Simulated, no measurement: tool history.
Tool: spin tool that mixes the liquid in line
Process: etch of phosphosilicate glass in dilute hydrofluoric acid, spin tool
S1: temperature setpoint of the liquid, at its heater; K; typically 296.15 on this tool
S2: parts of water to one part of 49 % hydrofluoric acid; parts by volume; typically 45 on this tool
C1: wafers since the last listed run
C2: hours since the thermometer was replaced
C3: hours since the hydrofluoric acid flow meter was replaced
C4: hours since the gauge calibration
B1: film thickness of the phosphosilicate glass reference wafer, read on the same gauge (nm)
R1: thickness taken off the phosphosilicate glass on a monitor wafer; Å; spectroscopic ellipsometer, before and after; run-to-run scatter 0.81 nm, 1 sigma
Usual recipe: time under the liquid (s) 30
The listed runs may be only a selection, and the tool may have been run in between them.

{"run": 1, "day": 0.0, "S1": 296.15, "S2": 30, "time under the liquid (s)": 30, "C1": 0, "C2": 2116.5, "C3": 671.0, "C4": 87.4, "B1": 80.0, "R1": 1880.9}
{"run": 2, "day": 0.454, "S1": 296.15, "S2": 30, "time under the liquid (s)": 30, "C1": 219, "C2": 2127.4, "C3": 681.9, "C4": 98.3, "B1": 79.97, "R1": 1896.8}
{"run": 3, "day": 1.05, "S1": 296.15, "S2": 45, "time under the liquid (s)": 30, "C1": 287, "C2": 2141.7, "C3": 696.2, "C4": 112.6, "B1": 79.99, "R1": 1222.1}
{"run": 4, "day": 1.342, "S1": 296.15, "S2": 45, "time under the liquid (s)": 30, "C1": 140, "C2": 2148.7, "C3": 703.2, "C4": 119.6, "B1": 80.01, "R1": 1228.7}
{"run": 5, "day": 1.75, "S1": 296.15, "S2": 45, "time under the liquid (s)": 30, "C1": 197, "C2": 2158.5, "C3": 713.0, "C4": 129.4, "B1": 80.0, "R1": 1222.4}
{"run": 6, "day": 2.342, "S1": 296.15, "S2": 45, "time under the liquid (s)": 20, "C1": 285, "C2": 2172.7, "C3": 727.2, "C4": 143.6, "B1": 80.0, "R1": 818.3}
{"run": 7, "day": 3.188, "S1": 296.15, "S2": 45, "time under the liquid (s)": 20, "C1": 408, "C2": 2193.0, "C3": 747.5, "C4": 163.9, "B1": 80.02, "R1": 826.7}
{"run": 8, "day": 3.467, "S1": 296.15, "S2": 45, "time under the liquid (s)": 30, "C1": 134, "C2": 2199.7, "C3": 754.2, "C4": 170.6, "B1": 80.01, "R1": 1227.9}
{"day": 3.646, "done": "hydrofluoric acid flow meter replaced"}
{"run": 9, "day": 4.058, "S1": 296.15, "S2": 45, "time under the liquid (s)": 30, "C1": 265, "C2": 2213.9, "C3": 9.9, "C4": 184.8, "B1": 79.98, "R1": 1086.3}
{"run": 10, "day": 4.508, "S1": 296.15, "S2": 45, "time under the liquid (s)": 30, "C1": 217, "C2": 2224.7, "C3": 20.7, "C4": 195.6, "B1": 79.99, "R1": 1099.9}
{"day": 4.596, "done": "gauge calibrated"}
{"run": 11, "day": 5.079, "S1": 296.15, "S2": 45, "time under the liquid (s)": 30, "C1": 275, "C2": 2238.4, "C3": 34.4, "C4": 11.6, "B1": 80.02, "R1": 1107.1}
{"run": 12, "day": 5.492, "S1": 296.15, "S2": 45, "time under the liquid (s)": 30, "C1": 199, "C2": 2248.3, "C3": 44.3, "C4": 21.5, "B1": 80.03, "R1": 1105.3}
{"run": 13, "day": 5.871, "S1": 300.15, "S2": 35, "time under the liquid (s)": 30, "C1": 182, "C2": 2257.4, "C3": 53.4, "C4": 30.6, "B1": 79.97, "R1": 1706.1}
{"run": 14, "day": 6.388, "S1": 296.15, "S2": 45, "time under the liquid (s)": 30, "C1": 249, "C2": 2269.8, "C3": 65.8, "C4": 43.0, "B1": 80.02, "R1": 1109.1}
{"run": 15, "day": 6.825, "S1": 296.15, "S2": 45, "time under the liquid (s)": 30, "C1": 211, "C2": 2280.3, "C3": 76.3, "C4": 53.5, "B1": 79.99, "R1": 1126.5}
{"run": 16, "day": 7.429, "S1": 296.15, "S2": 45, "time under the liquid (s)": 15, "C1": 291, "C2": 2294.8, "C3": 90.8, "C4": 68.0, "B1": 80.02, "R1": 560.6}
{"run": 17, "day": 7.829, "S1": 292.15, "S2": 60, "time under the liquid (s)": 30, "C1": 193, "C2": 2304.4, "C3": 100.4, "C4": 77.6, "B1": 79.98, "R1": 705.4}
{"run": 18, "day": 8.162, "S1": 296.15, "S2": 65, "time under the liquid (s)": 30, "C1": 160, "C2": 2312.4, "C3": 108.4, "C4": 85.6, "B1": 80.0, "R1": 747.4}
{"run": 19, "day": 8.462, "S1": 297.65, "S2": 45, "time under the liquid (s)": 50, "C1": 144, "C2": 2319.6, "C3": 115.6, "C4": 92.8, "B1": 80.02, "R1": 1999.9}
{"day": 9.1, "done": "thermometer replaced"}
{"run": 20, "day": 9.121, "S1": 296.15, "S2": 45, "time under the liquid (s)": 30, "C1": 297, "C2": 0.5, "C3": 131.4, "C4": 108.6, "B1": 80.0, "R1": 1124.0}
{"run": 21, "day": 9.667, "S1": 296.15, "S2": 30, "time under the liquid (s)": 15, "C1": 263, "C2": 13.6, "C3": 144.5, "C4": 121.7, "B1": 79.99, "R1": 859.9}
{"run": 22, "day": 10.392, "S1": 298.15, "S2": 35, "time under the liquid (s)": 30, "C1": 349, "C2": 31.0, "C3": 161.9, "C4": 139.1, "B1": 80.04, "R1": 1599.1}
{"run": 23, "day": 10.825, "S1": 300.15, "S2": 45, "time under the liquid (s)": 35, "C1": 209, "C2": 41.4, "C3": 172.3, "C4": 149.5, "B1": 79.98, "R1": 1528.0}
{"run": 24, "day": 11.275, "S1": 293.65, "S2": 45, "time under the liquid (s)": 30, "C1": 217, "C2": 52.2, "C3": 183.1, "C4": 160.3, "B1": 79.98, "R1": 1027.1}
{"run": 25, "day": 11.954, "S1": 296.15, "S2": 45, "time under the liquid (s)": 30, "C1": 327, "C2": 68.5, "C3": 199.4, "C4": 176.6, "B1": 79.95, "R1": 1152.4}

How would selected steps in R1 from run to run divide? Give the signed amount a tool lacking its hidden state would still show from settings, what came in and random variation, and the signed amount left for the hidden state, including any gauge scatter that is not in both of the compared results.
Hidden conditions of the tool in this case: liquid hotter than its thermometer reads (K); hydrofluoric acid flow above the setpoint (%); gauge reads high (%).
Run 2 -> 3: S2 30 -> 45. R1 -674.7 Å: hidden state -73.8, all else -600.9.
Run 8 -> 9: hydrofluoric acid flow meter replaced. R1 -141.6 Å: hidden state -137.9, all else -3.7.
Run 18 -> 19: S1 296.15 -> 297.65, S2 65 -> 45, time under the liquid (s) 30 -> 50. R1 +1252.5 Å: hidden state +40.6, all else +1211.9.
Run 19 -> 20: S1 297.65 -> 296.15, time under the liquid (s) 50 -> 30, thermometer replaced. R1 -875.9 Å: hidden state -25.7, all else -850.2.

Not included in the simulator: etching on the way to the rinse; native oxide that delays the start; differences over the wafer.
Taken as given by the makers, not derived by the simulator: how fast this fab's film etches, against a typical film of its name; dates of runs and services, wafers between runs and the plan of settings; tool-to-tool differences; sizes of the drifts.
